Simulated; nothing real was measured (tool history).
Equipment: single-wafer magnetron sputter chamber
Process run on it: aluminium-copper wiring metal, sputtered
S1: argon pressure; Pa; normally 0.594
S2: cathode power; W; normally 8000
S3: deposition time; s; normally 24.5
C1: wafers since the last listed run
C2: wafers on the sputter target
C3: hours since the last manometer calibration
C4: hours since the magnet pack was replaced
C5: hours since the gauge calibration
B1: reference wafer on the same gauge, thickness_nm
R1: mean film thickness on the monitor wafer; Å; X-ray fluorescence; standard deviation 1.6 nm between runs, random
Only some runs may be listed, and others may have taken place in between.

run 1 day=0 | S1=0.594 S2=8000 S3=24.5 | C1=0 C2=233 C3=2079.9 C4=5431.7 C5=306.8 | B1=258.079 | R1=3195.22
run 2 day=0.612 | S1=0.594 S2=6700 S3=24.5 | C1=319 C2=552 C3=2094.6 C4=5446.4 C5=321.5 | B1=257.857 | R1=2680.43
run 3 day=1.133 | S1=0.594 S2=6700 S3=24.5 | C1=271 C2=823 C3=2107.1 C4=5458.9 C5=334 | B1=258.028 | R1=2642.56
run 4 day=1.871 | S1=0.594 S2=6700 S3=24.5 | C1=384 C2=1208 C3=2124.8 C4=5476.6 C5=351.7 | B1=258.077 | R1=2621.6
run 5 day=2.404 | S1=0.502 S2=8000 S3=24.5 | C1=277 C2=1485 C3=2137.6 C4=5489.4 C5=364.5 | B1=258.01 | R1=3242.64
run 6 day=2.925 | S1=0.502 S2=8000 S3=24.5 | C1=271 C2=1757 C3=2150.1 C4=5501.9 C5=377 | B1=258.199 | R1=3253.15
run 7 day=3.546 | S1=0.502 S2=8000 S3=24.5 | C1=323 C2=2080 C3=2165 C4=5516.8 C5=391.9 | B1=258.294 | R1=3248.62
run 8 day=4.088 | S1=0.594 S2=8000 S3=21.8 | C1=282 C2=2363 C3=2178 C4=5529.8 C5=404.9 | B1=257.965 | R1=2775.62
run 9 day=4.542 | S1=0.594 S2=8000 S3=21.8 | C1=236 C2=2599 C3=2188.9 C4=5540.7 C5=415.8 | B1=257.884 | R1=2769.49
run 10 day=5.138 | S1=0.594 S2=8000 S3=21.8 | C1=310 C2=2910 C3=2203.2 C4=5555 C5=430.1 | B1=257.782 | R1=2728.18
-- day=7.338 sputter target and shields replaced
run 11 day=7.358 | S1=0.686 S2=8000 S3=24.5 | C1=983 C2=10 C3=2256.5 C4=5608.3 C5=483.4 | B1=257.837 | R1=3090.38
run 12 day=7.671 | S1=0.686 S2=8000 S3=24.5 | C1=162 C2=173 C3=2264 C4=5615.8 C5=490.9 | B1=257.957 | R1=3070.82
-- day=8.029 magnet pack replaced
run 13 day=8.192 | S1=0.686 S2=8000 S3=24.5 | C1=97 C2=271 C3=2276.5 C4=3.9 C5=503.4 | B1=257.646 | R1=3053.58
run 14 day=8.896 | S1=0.391 S2=8650 S3=22 | C1=366 C2=638 C3=2293.4 C4=20.8 C5=520.3 | B1=257.877 | R1=3344.31
run 15 day=9.646 | S1=0.676 S2=8000 S3=28.8 | C1=390 C2=1029 C3=2311.4 C4=38.8 C5=538.3 | B1=258.171 | R1=3571.38
run 16 day=10.371 | S1=0.441 S2=6850 S3=22.9 | C1=377 C2=1406 C3=2328.8 C4=56.2 C5=555.7 | B1=257.829 | R1=2676.43
run 17 day=10.629 | S1=0.594 S2=9850 S3=22.6 | C1=134 C2=1541 C3=2335 C4=62.4 C5=561.9 | B1=258.096 | R1=3546.83
run 18 day=11.158 | S1=0.446 S2=8000 S3=24.5 | C1=275 C2=1817 C3=2347.7 C4=75.1 C5=574.6 | B1=257.982 | R1=3338.98
-- day=12.008 capacitance manometer re-zeroed and calibrated
run 19 day=12.029 | S1=0.444 S2=6400 S3=22.8 | C1=280 C2=2097 C3=0.5 C4=96 C5=595.5 | B1=258.066 | R1=2434.57

Forecast run 20:
run 20 day=12.279 | S1=0.594 S2=8000 S3=24.5 | C1=130 C2=2227 C3=6.5 C4=102 C5=601.5 | B1=? | R1=?

B1: 257.653
R1: 3090.3 Å
On a tool with no hidden condition, and with the same random variation, this run would have come out at R1 3217.89 Å.

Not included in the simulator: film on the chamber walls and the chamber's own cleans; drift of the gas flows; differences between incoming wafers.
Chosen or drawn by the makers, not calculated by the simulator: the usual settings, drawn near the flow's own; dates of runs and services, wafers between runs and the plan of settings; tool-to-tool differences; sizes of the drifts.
